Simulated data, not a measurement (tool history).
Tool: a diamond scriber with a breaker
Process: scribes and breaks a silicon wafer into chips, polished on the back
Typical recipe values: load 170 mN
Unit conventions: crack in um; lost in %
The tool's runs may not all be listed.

| run | hour | load | wafers since the last listed run | hours since the diamond tip was replaced | hours since the load on the tip was calibrated | incoming depth of the damage left on the back of the incoming wafer, um | crack | lost |
|---|---|---|---|---|---|---|---|---|
| 1 | 0.0 | 170 | 0 | 583.5 | 892.8 | 0.05 | 14.33 | 1.36 |
| 2 | 57.1 | 170 | 339 | 640.6 | 949.9 | 0.03 | 14.59 | 1.39 |
| 3 | 101.9 | 170 | 266 | 685.4 | 994.7 | 0.02 | 14.46 | 1.45 |
| 4 | 164.6 | 170 | 372 | 748.1 | 1057.4 | 0.05 | 14.69 | 1.37 |
| 5 | 233.4 | 155 | 409 | 816.9 | 1126.2 | 0.03 | 13.61 | 2.07 |
| 6 | 261.8 | 170 | 168 | 845.3 | 1154.6 | 0.04 | 14.50 | 1.38 |
|  | 294.5 | diamond tip replaced by a new one |
| 7 | 330.0 | 170 | 393 | 35.5 | 1222.8 | 0.01 | 14.58 | 1.46 |
| 8 | 380.0 | 170 | 297 | 85.5 | 1272.8 | 0.01 | 14.30 | 1.43 |
|  | 432.5 | load on the tip recalibrated |
| 9 | 573.6 | 196 | 1139 | 279.1 | 141.1 | 0.02 | 15.87 | 3.12 |
| 10 | 621.7 | 197 | 286 | 327.2 | 189.2 | 0.03 | 16.28 | 3.26 |
| 11 | 692.0 | 187 | 418 | 397.5 | 259.5 | 0.03 | 15.58 | 2.15 |
| 12 | 735.2 | 130 | 256 | 440.7 | 302.7 | 0.02 | 11.91 | 7.25 |
| 13 | 805.3 | 142 | 416 | 510.8 | 372.8 | 0.01 | 12.52 | 4.01 |
| 14 | 900.1 | 170 | 563 | 605.6 | 467.6 | 0.03 | 14.11 | 1.39 |
| 15 | 954.3 | 209 | 322 | 659.8 | 521.8 | 0.02 | 16.45 | 4.93 |

3 ways to go on from here, each from the tool as it stands after run 15. What would each give?
| A | 954.8 | 170 | 2 | 660.3 | 522.3 | 0.01 | ? | ? |
| B | 954.8 | 156 | 2 | 660.3 | 522.3 | 0.01 | ? | ? |
| C | 954.8 | 132 | 2 | 660.3 | 522.3 | 0.01 | ? | ? |

| run | crack | lost |
|---|---|---|
| A | 14.63 | 1.40 |
| B | 13.78 | 1.98 |
| C | 12.28 | 6.36 |
Without the tool's hidden state the same runs would have given:
| run | crack | lost |
|---|---|---|
| A | 14.63 | 1.40 |
| B | 13.78 | 1.98 |
| C | 12.28 | 6.36 |
